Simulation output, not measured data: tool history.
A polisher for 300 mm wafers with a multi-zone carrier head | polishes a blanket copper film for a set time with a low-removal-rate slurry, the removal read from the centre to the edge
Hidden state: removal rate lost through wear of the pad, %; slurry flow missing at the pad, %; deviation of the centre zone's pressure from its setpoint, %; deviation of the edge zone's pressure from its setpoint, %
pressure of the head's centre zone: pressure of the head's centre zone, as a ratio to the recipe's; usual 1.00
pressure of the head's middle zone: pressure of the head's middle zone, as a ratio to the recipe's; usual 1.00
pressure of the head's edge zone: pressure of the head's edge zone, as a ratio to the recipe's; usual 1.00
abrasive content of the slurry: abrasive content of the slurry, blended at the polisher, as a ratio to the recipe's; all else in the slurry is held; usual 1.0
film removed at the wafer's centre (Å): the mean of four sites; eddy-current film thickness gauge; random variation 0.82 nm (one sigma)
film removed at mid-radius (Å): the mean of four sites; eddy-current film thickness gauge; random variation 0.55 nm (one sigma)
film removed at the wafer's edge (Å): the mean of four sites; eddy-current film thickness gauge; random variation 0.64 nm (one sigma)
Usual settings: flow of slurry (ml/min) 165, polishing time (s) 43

run     day  flow of slurry (ml/min)  pressure of the head's centre zone  pressure of the head's middle zone  pressure of the head's edge zone  abrasive content of the slurry  polishing time (s)  wafers since the last listed run  wafers polished on this pad  hours since the slurry nozzle was cleaned  hours since the centre zone pressure was calibrated  hours since the edge zone pressure was calibrated  hours since the carrier head's membrane was replaced  incoming thickness of the incoming film, nm  film removed at the wafer's centre (Å)  film removed at mid-radius (Å)  film removed at the wafer's edge (Å)
  1   0.000                      165                                1.00                                1.00                              1.00                             1.0                  43                                 0                          832                                      416.4                                                262.5                                             1153.0                                                 581.4                                       1092.0                                     815                             813                                   859
  2   0.662                      165                                1.00                                1.00                              1.00                             1.0                  43                               185                         1017                                      432.3                                                278.4                                             1168.9                                                 597.3                                       1102.3                                     809                             814                                   865
  3   1.083                      165                                1.00                                1.00                              1.00                             1.0                  43                               117                         1135                                      442.4                                                288.5                                             1179.0                                                 607.4                                       1112.6                                     822                             807                                   867
      1.454  -- worn pad replaced by a new one
  4   1.725                      165                                1.00                                1.00                              1.00                             1.0                  43                               132                           75                                      457.8                                                303.9                                             1194.4                                                 622.8                                       1078.5                                     813                             800                                   858
  5   2.346                      165                                1.00                                1.00                              1.00                             1.0                  43                               173                          248                                      472.7                                                318.8                                             1209.3                                                 637.7                                       1099.7                                     810                             805                                   860
  6   3.071                      165                                1.00                                1.00                              1.05                             1.0                  43                               202                          450                                      490.1                                                336.2                                             1226.7                                                 655.1                                       1100.9                                     821                             809                                   869
  7   3.458                      165                                1.00                                1.00                              1.05                             1.0                  43                               108                          559                                      499.4                                                345.5                                             1236.0                                                 664.4                                       1100.4                                     805                             800                                   873
      3.792  -- edge zone pressure recalibrated
  8   4.033                      165                                1.00                                1.00                              1.05                             1.0                  43                               137                          696                                      513.2                                                359.3                                                5.8                                                 678.2                                       1096.4                                     811                             806                                   870
  9   4.542                      165                                1.00                                0.96                              1.00                             1.0                  57                               141                          838                                      525.4                                                371.5                                               18.0                                                 690.4                                       1076.0                                    1079                            1041                                  1135
 10   5.196                      140                                1.00                                1.00                              1.00                             1.1                  43                               182                         1021                                      541.1                                                387.2                                               33.7                                                 706.1                                       1098.6                                     787                             775                                   838
      5.288  -- slurry nozzle cleaned
      5.521  -- worn pad replaced by a new one
 11   5.788                      165                                0.90                                1.03                              1.00                             1.0                  43                               107                           74                                       12.0                                                401.4                                               47.9                                                 720.3                                       1095.1                                     809                             912                                   916
 12   6.167                      165                                1.00                                1.04                              1.08                             1.0                  56                               105                          180                                       21.1                                                410.5                                               57.0                                                 729.4                                       1094.3                                    1187                            1190                                  1241
 13   6.642                      165                                1.00                                1.00                              1.00                             1.0                  43                               132                          313                                       32.5                                                421.9                                               68.4                                                 740.8                                       1105.0                                     905                             887                                   912
 14   7.262                      165                                1.12                                1.03                              1.00                             1.0                  43                               173                          486                                       47.4                                                436.8                                               83.3                                                 755.7                                       1097.0                                    1015                             896                                   911
      7.804  -- carrier head's membrane replaced by a new one, of another model than before
 15   7.825                      165                                1.08                                1.00                              1.00                             1.0                  43                                98                          585                                       60.9                                                450.3                                               96.8                                                   0.5                                       1086.0                                     946                             867                                   909
      8.350  -- centre zone pressure recalibrated
 16   8.371                      165                                1.00                                0.96                              1.00                             1.0                  57                               129                          714                                       74.0                                                  0.5                                              109.9                                                  13.6                                       1097.9                                    1182                            1137                                  1185
 17   9.021                      165                                1.00                                1.00                              1.00                             1.0                  43                               181                          896                                       89.6                                                 16.1                                              125.5                                                  29.2                                       1101.6                                     881                             867                                   890
      9.654  -- worn pad replaced by a new one
 18   9.675                      165                                1.00                                1.00                              0.93                             1.0                  43                               136                            6                                      105.3                                                 31.8                                              141.2                                                  44.9                                       1108.0                                     877                             865                                   878
 19  10.196                      165                                1.00                                1.04                              1.08                             1.0                  56                               145                          151                                      117.8                                                 44.3                                              153.7                                                  57.4                                       1092.4                                    1126                            1137                                  1190
 20  10.529                      165                                0.89                                1.00                              1.00                             1.3                  43                                93                          244                                      125.8                                                 52.3                                              161.7                                                  65.4                                       1078.6                                     832                             886                                   940
 21  11.192                      210                                1.00                                1.11                              1.00                             1.0                  43                               185                          429                                      141.7                                                 68.2                                              177.6                                                  81.3                                       1106.8                                     911                             946                                   917
 22  11.908                      145                                1.00                                1.00                              0.88                             1.0                  43                               200                          629                                      158.9                                                 85.4                                              194.8                                                  98.5                                       1099.5                                     833                             825                                   834
 23  12.362                      180                                1.00                                0.90                              1.00                             1.0                  34                               126                          756                                      169.8                                                 96.3                                              205.7                                                 109.4                                       1088.6                                     693                             642                                   709

3 ways to go on from here, each from the tool as it stands after run 23. What would each give?
  A  12.379                      165                                0.92                                1.00                              1.00                             1.0                  43                                 4                          761                                      170.2                                                 96.7                                              206.1                                                 109.8                                       1111.6                                       ?                               ?                                     ?
  B  12.379                      165                                1.00                                1.00                              1.11                             1.0                  43                                 4                          761                                      170.2                                                 96.7                                              206.1                                                 109.8                                       1111.6                                       ?                               ?                                     ?
  C  12.379                      165                                1.09                                1.00                              1.00                             0.9                  43                                 4                          761                                      170.2                                                 96.7                                              206.1                                                 109.8                                       1111.6                                       ?                               ?                                     ?

run  film removed at the wafer's centre (Å)  film removed at mid-radius (Å)  film removed at the wafer's edge (Å)
  A                                     807                             848                                   881
  B                                     856                             848                                   901
  C                                     898                             834                                   867
Without the tool's hidden state the same runs would have given:
run  film removed at the wafer's centre (Å)  film removed at mid-radius (Å)  film removed at the wafer's edge (Å)
  A                                     862                             899                                   918
  B                                     915                             899                                   940
  C                                     960                             885                                   904

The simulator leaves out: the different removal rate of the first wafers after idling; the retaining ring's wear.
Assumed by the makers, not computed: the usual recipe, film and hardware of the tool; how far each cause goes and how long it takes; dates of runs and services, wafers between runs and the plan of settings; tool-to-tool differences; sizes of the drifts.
